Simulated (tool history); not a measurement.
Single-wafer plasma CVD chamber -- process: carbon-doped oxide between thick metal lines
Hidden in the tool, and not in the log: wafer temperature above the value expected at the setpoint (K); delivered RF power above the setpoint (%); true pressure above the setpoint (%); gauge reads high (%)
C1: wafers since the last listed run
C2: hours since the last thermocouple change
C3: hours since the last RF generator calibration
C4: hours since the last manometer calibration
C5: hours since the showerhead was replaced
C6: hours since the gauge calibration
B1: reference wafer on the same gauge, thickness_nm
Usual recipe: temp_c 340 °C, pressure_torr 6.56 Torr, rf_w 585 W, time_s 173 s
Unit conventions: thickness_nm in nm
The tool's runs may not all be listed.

run 1 hour=0 | temp_c=335 pressure_torr=6.56 rf_w=585 time_s=173 | C1=0 C2=581.7 C3=1224 C4=1161.9 C5=6029.4 C6=1732 | B1=1079.696 | thickness_nm=1075.435
run 2 hour=46.7 | temp_c=340 pressure_torr=6.56 rf_w=585 time_s=173 | C1=447 C2=628.4 C3=1270.7 C4=1208.6 C5=6076.1 C6=1778.7 | B1=1080.193 | thickness_nm=1063.778
run 3 hour=83.1 | temp_c=340 pressure_torr=6.56 rf_w=585 time_s=173 | C1=348 C2=664.8 C3=1307.1 C4=1245 C5=6112.5 C6=1815.1 | B1=1079.32 | thickness_nm=1067.963
run 4 hour=178.1 | temp_c=340 pressure_torr=6.56 rf_w=585 time_s=173 | C1=910 C2=759.8 C3=1402.1 C4=1340 C5=6207.5 C6=1910.1 | B1=1077.523 | thickness_nm=1064.908
run 5 hour=236.8 | temp_c=340 pressure_torr=5.71 rf_w=585 time_s=173 | C1=562 C2=818.5 C3=1460.8 C4=1398.7 C5=6266.2 C6=1968.8 | B1=1079.816 | thickness_nm=1032.345
run 6 hour=326.1 | temp_c=340 pressure_torr=6.56 rf_w=585 time_s=173 | C1=855 C2=907.8 C3=1550.1 C4=1488 C5=6355.5 C6=2058.1 | B1=1079.913 | thickness_nm=1060.817
run 7 hour=400.4 | temp_c=340 pressure_torr=6.56 rf_w=585 time_s=173 | C1=711 C2=982.1 C3=1624.4 C4=1562.3 C5=6429.8 C6=2132.4 | B1=1079.893 | thickness_nm=1067.447
run 8 hour=444.1 | temp_c=340 pressure_torr=6.56 rf_w=505 time_s=173 | C1=418 C2=1025.8 C3=1668.1 C4=1606 C5=6473.5 C6=2176.1 | B1=1080.913 | thickness_nm=997.751
run 9 hour=502.9 | temp_c=340 pressure_torr=6.56 rf_w=505 time_s=173 | C1=563 C2=1084.6 C3=1726.9 C4=1664.8 C5=6532.3 C6=2234.9 | B1=1079.986 | thickness_nm=992.044
run 10 hour=659 | temp_c=340 pressure_torr=6.56 rf_w=585 time_s=173 | C1=1495 C2=1240.7 C3=1883 C4=1820.9 C5=6688.4 C6=2391 | B1=1080.817 | thickness_nm=1061.157
run 11 hour=731.5 | temp_c=340 pressure_torr=6.56 rf_w=585 time_s=155 | C1=694 C2=1313.2 C3=1955.5 C4=1893.4 C5=6760.9 C6=2463.5 | B1=1079.017 | thickness_nm=956.595
run 12 hour=804.3 | temp_c=327 pressure_torr=6.56 rf_w=585 time_s=173 | C1=697 C2=1386 C3=2028.3 C4=1966.2 C5=6833.7 C6=2536.3 | B1=1081.254 | thickness_nm=1133.49
-- hour=838.8 RF generator calibrated
run 13 hour=852.1 | temp_c=340 pressure_torr=6.56 rf_w=585 time_s=173 | C1=381 C2=1433.8 C3=13.3 C4=2014 C5=6881.5 C6=2584.1 | B1=1080.553 | thickness_nm=1071.07
run 14 hour=889.2 | temp_c=340 pressure_torr=6.56 rf_w=490 time_s=173 | C1=355 C2=1470.9 C3=50.4 C4=2051.1 C5=6918.6 C6=2621.2 | B1=1081.149 | thickness_nm=985.219
run 15 hour=944.7 | temp_c=340 pressure_torr=7.09 rf_w=695 time_s=148 | C1=531 C2=1526.4 C3=105.9 C4=2106.6 C5=6974.1 C6=2676.7 | B1=1079.75 | thickness_nm=1015.454
-- hour=992.9 capacitance manometer re-zeroed and calibrated
run 16 hour=1031.8 | temp_c=340 pressure_torr=6.56 rf_w=585 time_s=186 | C1=757 C2=1613.5 C3=193 C4=38.9 C5=7061.2 C6=2763.8 | B1=1078.55 | thickness_nm=1156.111
run 17 hour=1122.7 | temp_c=351 pressure_torr=5.33 rf_w=655 time_s=152 | C1=870 C2=1704.4 C3=283.9 C4=129.8 C5=7152.1 C6=2854.7 | B1=1077.018 | thickness_nm=921.716
-- hour=1148.9 gauge calibrated
run 18 hour=1176.6 | temp_c=340 pressure_torr=7.63 rf_w=625 time_s=173 | C1=516 C2=1758.3 C3=337.8 C4=183.7 C5=7206 C6=27.7 | B1=1079.938 | thickness_nm=1136.821
run 19 hour=1236.6 | temp_c=344 pressure_torr=6.56 rf_w=475 time_s=173 | C1=574 C2=1818.3 C3=397.8 C4=243.7 C5=7266 C6=87.7 | B1=1079.521 | thickness_nm=959.908
-- hour=1290.9 showerhead replaced
run 20 hour=1304.4 | temp_c=340 pressure_torr=6.56 rf_w=585 time_s=173 | C1=572 C2=1886.1 C3=465.6 C4=311.5 C5=13.5 C6=155.5 | B1=1081.379 | thickness_nm=1088.854
-- hour=1315.1 thermocouple changed; heater temperature recalibrated
run 21 hour=1398.7 | temp_c=331 pressure_torr=6.56 rf_w=585 time_s=141 | C1=826 C2=83.6 C3=559.9 C4=405.8 C5=107.8 C6=249.8 | B1=1080.732 | thickness_nm=891.988
run 22 hour=1435.7 | temp_c=352 pressure_torr=7.95 rf_w=585 time_s=206 | C1=354 C2=120.6 C3=596.9 C4=442.8 C5=144.8 C6=286.8 | B1=1079.446 | thickness_nm=1242.698
run 23 hour=1506.6 | temp_c=331 pressure_torr=6.11 rf_w=665 time_s=173 | C1=679 C2=191.5 C3=667.8 C4=513.7 C5=215.7 C6=357.7 | B1=1079.54 | thickness_nm=1149.716
run 24 hour=1598.1 | temp_c=340 pressure_torr=7.63 rf_w=625 time_s=173 | C1=876 C2=283 C3=759.3 C4=605.2 C5=307.2 C6=449.2 | B1=1081.18 | thickness_nm=1119.98
run 25 hour=1689.8 | temp_c=344 pressure_torr=6.56 rf_w=505 time_s=139 | C1=878 C2=374.7 C3=851 C4=696.9 C5=398.9 C6=540.9 | B1=1079.518 | thickness_nm=782.514
run 26 hour=1749.4 | temp_c=340 pressure_torr=6.56 rf_w=585 time_s=173 | C1=571 C2=434.3 C3=910.6 C4=756.5 C5=458.5 C6=600.5 | B1=1078.7 | thickness_nm=1065.899
run 27 hour=1852 | temp_c=340 pressure_torr=7.23 rf_w=535 time_s=173 | C1=982 C2=536.9 C3=1013.2 C4=859.1 C5=561.1 C6=703.1 | B1=1081.536 | thickness_nm=1023.191
run 28 hour=1940.7 | temp_c=340 pressure_torr=6.56 rf_w=650 time_s=173 | C1=849 C2=625.6 C3=1101.9 C4=947.8 C5=649.8 C6=791.8 | B1=1078.795 | thickness_nm=1117.549

Predict each of these 4 candidate next runs independently; none follows another, all start after run 28:
run A hour=1941.1 | temp_c=340 pressure_torr=6.56 rf_w=665 time_s=173 | C1=3 C2=626 C3=1102.3 C4=948.2 C5=650.2 C6=792.2 | B1=? | thickness_nm=?
run B hour=1941.1 | temp_c=340 pressure_torr=4.97 rf_w=690 time_s=190 | C1=3 C2=626 C3=1102.3 C4=948.2 C5=650.2 C6=792.2 | B1=? | thickness_nm=?
run C hour=1941.1 | temp_c=340 pressure_torr=6.56 rf_w=635 time_s=192 | C1=3 C2=626 C3=1102.3 C4=948.2 C5=650.2 C6=792.2 | B1=? | thickness_nm=?
run D hour=1941.1 | temp_c=328 pressure_torr=6.56 rf_w=485 time_s=202 | C1=3 C2=626 C3=1102.3 C4=948.2 C5=650.2 C6=792.2 | B1=? | thickness_nm=?

run=A B1=1081.006 thickness_nm=1137.95
run=B B1=1081.006 thickness_nm=1185.465
run=C B1=1081.006 thickness_nm=1233.303
run=D B1=1081.006 thickness_nm=1182.416
With no hidden state in the tool, these same runs would have given:
run=A thickness_nm=1132.228
run=B thickness_nm=1179.504
run=C thickness_nm=1227.101
run=D thickness_nm=1175.738
